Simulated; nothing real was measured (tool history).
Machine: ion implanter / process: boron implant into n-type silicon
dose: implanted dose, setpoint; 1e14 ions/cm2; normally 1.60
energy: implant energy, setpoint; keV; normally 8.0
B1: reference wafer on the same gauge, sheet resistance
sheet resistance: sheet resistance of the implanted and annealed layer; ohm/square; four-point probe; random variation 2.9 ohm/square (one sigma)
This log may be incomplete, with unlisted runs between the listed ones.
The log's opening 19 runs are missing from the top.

Run 20, day 26.275: usual settings but dose 2.06 1e14 ions/cm2, energy 10.0 keV; B1 566.53. Result: sheet resistance 481.84 ohm/square.
Run 21, day 27.717: usual settings but dose 1.13 1e14 ions/cm2, energy 9.0 keV; B1 567.75. Result: sheet resistance 798.84 ohm/square.
Run 22, day 30.333: usual settings but dose 1.86 1e14 ions/cm2, energy 6.5 keV; B1 567.79. Result: sheet resistance 558.43 ohm/square.
Run 23, day 31.188: usual settings but dose 1.40 1e14 ions/cm2, energy 9.5 keV; B1 567.17. Result: sheet resistance 674.37 ohm/square.
Run 24, day 31.812: usual settings but dose 1.76 1e14 ions/cm2, energy 6.0 keV; B1 567.08. Result: sheet resistance 585.18 ohm/square.
Run 25, day 32.579: usual settings but energy 7.0 keV; B1 566.94. Result: sheet resistance 624.49 ohm/square.
Run 26, day 33.383: usual settings; B1 566.49. Result: sheet resistance 609.99 ohm/square.
Run 27, day 34.804: usual settings; B1 566.98. Result: sheet resistance 617.20 ohm/square.
Run 28, day 35.875: usual settings; B1 567.29. Result: sheet resistance 617.96 ohm/square.
Run 29, day 37.208: usual settings but dose 1.87 1e14 ions/cm2, energy 11.0 keV; B1 567.37. Result: sheet resistance 520.92 ohm/square.
Run 30, day 38.225: usual settings but dose 1.38 1e14 ions/cm2, energy 9.5 keV; B1 567.40. Result: sheet resistance 678.92 ohm/square.

Forecast each of these 3 alternatives for the next run:
Run A, day 38.242: usual settings but dose 1.88 1e14 ions/cm2; B1 ?. Result: sheet resistance ?.
Run B, day 38.242: usual settings but dose 1.28 1e14 ions/cm2, energy 10.0 keV; B1 ?. Result: sheet resistance ?.
Run C, day 38.242: usual settings but energy 10.0 keV; B1 ?. Result: sheet resistance ?.

run      B1  sheet resistance
  A  566.38            539.61
  B  566.38            715.68
  C  566.38            597.83
Had the tool no hidden state, the same runs would have come out as:
run  sheet resistance
  A            521.06
  B            691.43
  C            577.35
